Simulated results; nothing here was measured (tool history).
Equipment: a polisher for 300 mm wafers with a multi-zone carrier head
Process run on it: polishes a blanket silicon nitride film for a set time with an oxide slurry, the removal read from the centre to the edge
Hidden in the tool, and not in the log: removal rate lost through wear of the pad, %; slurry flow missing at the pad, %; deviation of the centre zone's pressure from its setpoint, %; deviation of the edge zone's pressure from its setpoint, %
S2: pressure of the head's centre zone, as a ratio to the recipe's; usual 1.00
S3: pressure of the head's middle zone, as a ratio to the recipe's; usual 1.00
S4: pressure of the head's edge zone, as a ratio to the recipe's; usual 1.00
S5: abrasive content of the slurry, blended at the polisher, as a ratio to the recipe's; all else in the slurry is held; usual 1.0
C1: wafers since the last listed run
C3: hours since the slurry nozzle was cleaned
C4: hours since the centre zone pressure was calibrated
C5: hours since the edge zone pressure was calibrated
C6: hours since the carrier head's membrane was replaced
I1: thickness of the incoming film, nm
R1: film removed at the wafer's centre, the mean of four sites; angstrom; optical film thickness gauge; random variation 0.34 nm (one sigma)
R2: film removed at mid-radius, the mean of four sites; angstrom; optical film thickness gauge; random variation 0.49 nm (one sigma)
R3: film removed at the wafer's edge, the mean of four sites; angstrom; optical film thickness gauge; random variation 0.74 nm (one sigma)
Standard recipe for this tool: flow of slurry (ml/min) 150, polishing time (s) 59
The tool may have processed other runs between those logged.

Run 1, hour 0.0: usual settings but S3 0.92; C1 0; wafers polished on this pad 1431; C3 234.8; C4 262.3; C5 551.4; C6 538.8; I1 615.6. Result: R1 480 angstrom, R2 458 angstrom, R3 520 angstrom.
Run 2, hour 81.1: usual settings but S3 0.92; C1 589; wafers polished on this pad 2020; C3 315.9; C4 343.4; C5 632.5; C6 619.9; I1 616.0. Result: R1 474 angstrom, R2 461 angstrom, R3 500 angstrom.
At hour 82.2: slurry nozzle cleaned.
At hour 85.9: worn pad replaced by a new one.
At hour 141.9: edge zone pressure recalibrated.
Run 3, hour 147.6: usual settings but polishing time (s) 51; C1 434; wafers polished on this pad 433; C3 65.4; C4 409.9; C5 5.7; C6 686.4; I1 609.1. Result: R1 428 angstrom, R2 432 angstrom, R3 443 angstrom.
Run 4, hour 185.9: usual settings but polishing time (s) 51; C1 278; wafers polished on this pad 711; C3 103.7; C4 448.2; C5 44.0; C6 724.7; I1 611.2. Result: R1 424 angstrom, R2 430 angstrom, R3 441 angstrom.
At hour 200.6: centre zone pressure recalibrated.
Run 5, hour 248.4: usual settings but polishing time (s) 51; C1 439; wafers polished on this pad 1151; C3 166.2; C4 47.8; C5 106.5; C6 787.2; I1 626.6. Result: R1 420 angstrom, R2 427 angstrom, R3 439 angstrom.
Run 6, hour 350.3: usual settings but flow of slurry (ml/min) 130; C1 740; wafers polished on this pad 1891; C3 268.1; C4 149.7; C5 208.4; C6 889.1; I1 618.2. Result: R1 453 angstrom, R2 470 angstrom, R3 495 angstrom.
At hour 361.2: slurry nozzle cleaned.
At hour 367.5: carrier head's membrane replaced by a new one.
Run 7, hour 396.4: usual settings but flow of slurry (ml/min) 130; C1 291; wafers polished on this pad 2182; C3 35.2; C4 195.8; C5 254.5; C6 28.9; I1 620.9. Result: R1 480 angstrom, R2 496 angstrom, R3 515 angstrom.
At hour 414.2: worn pad replaced by a new one.
Run 8, hour 499.1: usual settings but polishing time (s) 66; C1 717; wafers polished on this pad 616; C3 137.9; C4 298.5; C5 357.2; C6 131.6; I1 632.7. Result: R1 540 angstrom, R2 553 angstrom, R3 582 angstrom.
Run 9, hour 560.9: usual settings but flow of slurry (ml/min) 175; C1 448; wafers polished on this pad 1065; C3 199.7; C4 360.3; C5 419.0; C6 193.4; I1 623.7. Result: R1 505 angstrom, R2 509 angstrom, R3 527 angstrom.
Run 10, hour 608.6: usual settings but flow of slurry (ml/min) 175; C1 346; wafers polished on this pad 1412; C3 247.4; C4 408.0; C5 466.7; C6 241.1; I1 620.9. Result: R1 497 angstrom, R2 502 angstrom, R3 523 angstrom.
Run 11, hour 687.7: usual settings but flow of slurry (ml/min) 175; C1 574; wafers polished on this pad 1986; C3 326.5; C4 487.1; C5 545.8; C6 320.2; I1 619.8. Result: R1 503 angstrom, R2 515 angstrom, R3 530 angstrom.
At hour 692.1: slurry nozzle cleaned.
At hour 723.2: worn pad replaced by a new one.
At hour 725.4: centre zone pressure recalibrated.
Run 12, hour 760.0: usual settings; C1 474; wafers polished on this pad 252; C3 67.9; C4 34.6; C5 618.1; C6 392.5; I1 628.6. Result: R1 495 angstrom, R2 496 angstrom, R3 505 angstrom.
Run 13, hour 861.4: usual settings but flow of slurry (ml/min) 135, S3 0.90, S4 0.88; C1 736; wafers polished on this pad 989; C3 169.3; C4 136.0; C5 719.5; C6 493.9; I1 612.8. Result: R1 465 angstrom, R2 430 angstrom, R3 473 angstrom.
Run 14, hour 941.5: usual settings; C1 581; wafers polished on this pad 1571; C3 249.4; C4 216.1; C5 799.6; C6 574.0; I1 611.2. Result: R1 484 angstrom, R2 490 angstrom, R3 509 angstrom.
At hour 965.2: edge zone pressure recalibrated.
Run 15, hour 985.0: usual settings but S2 1.10; C1 301; wafers polished on this pad 1872; C3 292.9; C4 259.6; C5 19.8; C6 617.5; I1 614.3. Result: R1 511 angstrom, R2 484 angstrom, R3 510 angstrom.
At hour 1013.8: worn pad replaced by a new one.
At hour 1013.8: slurry nozzle cleaned.
Run 16, hour 1040.1: usual settings but S3 0.89, polishing time (s) 66; C1 393; wafers polished on this pad 191; C3 26.3; C4 314.7; C5 74.9; C6 672.6; I1 630.4. Result: R1 557 angstrom, R2 523 angstrom, R3 582 angstrom.
Run 17, hour 1112.2: usual settings but flow of slurry (ml/min) 165, S2 0.89, S4 0.97; C1 523; wafers polished on this pad 715; C3 98.4; C4 386.8; C5 147.0; C6 744.7; I1 614.7. Result: R1 468 angstrom, R2 512 angstrom, R3 514 angstrom.
At hour 1163.2: carrier head's membrane replaced by a new one.
Run 18, hour 1219.8: usual settings but S4 1.09; C1 745; wafers polished on this pad 1460; C3 206.0; C4 494.4; C5 254.6; C6 56.6; I1 629.5. Result: R1 478 angstrom, R2 488 angstrom, R3 528 angstrom.

What does the tool deliver on the next run?
Run 19, hour 1261.4: usual settings but S5 1.1; C1 302; wafers polished on this pad 1762; C3 247.6; C4 536.0; C5 296.2; C6 98.2; I1 611.3. Result: R1 ?, R2 ?, R3 ?.

Logged for run 19: R1 517 angstrom, R2 516 angstrom, R3 533 angstrom.
Take away the tool's hidden state, keep the run-to-run variation as it was, and the same run would have given R1 553 angstrom, R2 547 angstrom, R3 555 angstrom.
